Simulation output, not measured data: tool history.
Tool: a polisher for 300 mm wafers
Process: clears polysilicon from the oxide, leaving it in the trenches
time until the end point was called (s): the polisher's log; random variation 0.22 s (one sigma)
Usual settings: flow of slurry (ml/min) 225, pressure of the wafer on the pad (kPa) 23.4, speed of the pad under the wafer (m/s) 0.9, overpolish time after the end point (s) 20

| run | hour | flow of slurry (ml/min) | pressure of the wafer on the pad (kPa) | speed of the pad under the wafer (m/s) | overpolish time after the end point (s) | incoming thickness of the incoming film, nm | time until the end point was called (s) |
|---|---|---|---|---|---|---|---|
| 1 | 0 | 225 | 26.2 | 0.9 | 20 | 338.6 | 17.3 |
| 2 | 94.3 | 225 | 26.2 | 0.9 | 20 | 342.1 | 17.6 |
| 3 | 151.2 | 170 | 23.4 | 0.9 | 20 | 339.3 | 20.6 |
|  | 241.1 | slurry nozzle cleaned |
| 4 | 255.7 | 170 | 23.4 | 0.9 | 20 | 337.6 | 18.7 |
|  | 268 | worn pad replaced by a new one |
| 5 | 453.3 | 170 | 23.4 | 0.9 | 20 | 332.8 | 19.1 |
| 6 | 490.9 | 225 | 23.4 | 0.9 | 20 | 338.6 | 18.6 |
| 7 | 533.5 | 225 | 23.4 | 0.9 | 20 | 341.5 | 18.8 |
| 8 | 630.2 | 225 | 23.4 | 0.9 | 20 | 338 | 19.2 |
| 9 | 711.6 | 225 | 23.4 | 0.82 | 20 | 339.7 | 21 |
|  | 759.1 | worn pad replaced by a new one |
|  | 797.6 | slurry nozzle cleaned |
| 10 | 815.2 | 225 | 23.4 | 0.82 | 20 | 342.2 | 20.5 |
|  | 830.4 | head pressure recalibrated |
| 11 | 905.4 | 225 | 28.3 | 0.9 | 23 | 342.4 | 15.4 |
| 12 | 958.4 | 225 | 28.3 | 0.9 | 23 | 340.4 | 15.7 |
| 13 | 1053.5 | 225 | 28.3 | 0.9 | 23 | 340.9 | 15.7 |
| 14 | 1229.6 | 225 | 23.4 | 0.9 | 20 | 337.9 | 19.2 |
|  | 1255.9 | slurry nozzle cleaned |
| 15 | 1280.8 | 225 | 23.4 | 0.9 | 20 | 345.3 | 19 |
|  | 1331.4 | worn pad replaced by a new one |
| 16 | 1373.1 | 225 | 23.4 | 0.9 | 20 | 343.7 | 18.7 |
| 17 | 1445.4 | 290 | 30.3 | 1.12 | 10 | 334.2 | 11.3 |
| 18 | 1485.5 | 270 | 23.4 | 0.9 | 20 | 339.4 | 18.4 |
| 19 | 1574.5 | 290 | 30.3 | 1.12 | 10 | 342.1 | 11.7 |
|  | 1621.4 | head pressure recalibrated |
| 20 | 1665.8 | 225 | 23.4 | 0.9 | 20 | 338.5 | 19.3 |
| 21 | 1741.7 | 225 | 23.4 | 0.9 | 20 | 335.8 | 19.1 |
| 22 | 1799.2 | 225 | 20 | 0.72 | 13 | 336.5 | 27.9 |
|  | 1800.6 | slurry nozzle cleaned |
|  | 1813.2 | worn pad replaced by a new one |
| 23 | 1890.2 | 225 | 23.4 | 0.9 | 20 | 343.1 | 18.8 |
| 24 | 1959.5 | 280 | 23.4 | 0.76 | 20 | 338.6 | 21.4 |
| 25 | 2010.5 | 185 | 15.9 | 0.9 | 20 | 334.7 | 28.4 |
| 26 | 2115.7 | 225 | 23.4 | 0.68 | 20 | 338.3 | 24.3 |
| 27 | 2152.5 | 165 | 19.3 | 0.9 | 20 | 344 | 24.6 |
| 28 | 2255.4 | 225 | 23.4 | 0.9 | 20 | 332.7 | 18.9 |
|  | 2284.6 | slurry nozzle cleaned |
|  | 2307.3 | head pressure recalibrated |
| 29 | 2309.7 | 170 | 23.4 | 0.82 | 20 | 341.1 | 20.6 |
| 30 | 2384.1 | 225 | 23.4 | 0.9 | 20 | 338.9 | 18.9 |
|  | 2398 | worn pad replaced by a new one |
| 31 | 2452.9 | 225 | 31 | 1.08 | 20 | 341.7 | 12.3 |
| 32 | 2512.2 | 225 | 23.4 | 0.9 | 20 | 339.2 | 18.9 |
| 33 | 2577.3 | 280 | 23.4 | 1.02 | 20 | 340.9 | 16.8 |

Forecast each of these 4 alternatives for the next run:
| A | 2577.7 | 225 | 23.4 | 0.9 | 9 | 344.7 | ? |
| B | 2577.7 | 305 | 23.4 | 1.18 | 31 | 344.7 | ? |
| C | 2577.7 | 195 | 23.4 | 0.9 | 20 | 344.7 | ? |
| D | 2577.7 | 225 | 23.4 | 1.06 | 11 | 344.7 | ? |

| run | time until the end point was called (s) |
|---|---|
| A | 19 |
| B | 14.3 |
| C | 19.4 |
| D | 16.4 |
Without the tool's hidden state the same runs would have given:
| run | time until the end point was called (s) |
|---|---|
| A | 18.4 |
| B | 14 |
| C | 18.6 |
| D | 15.8 |
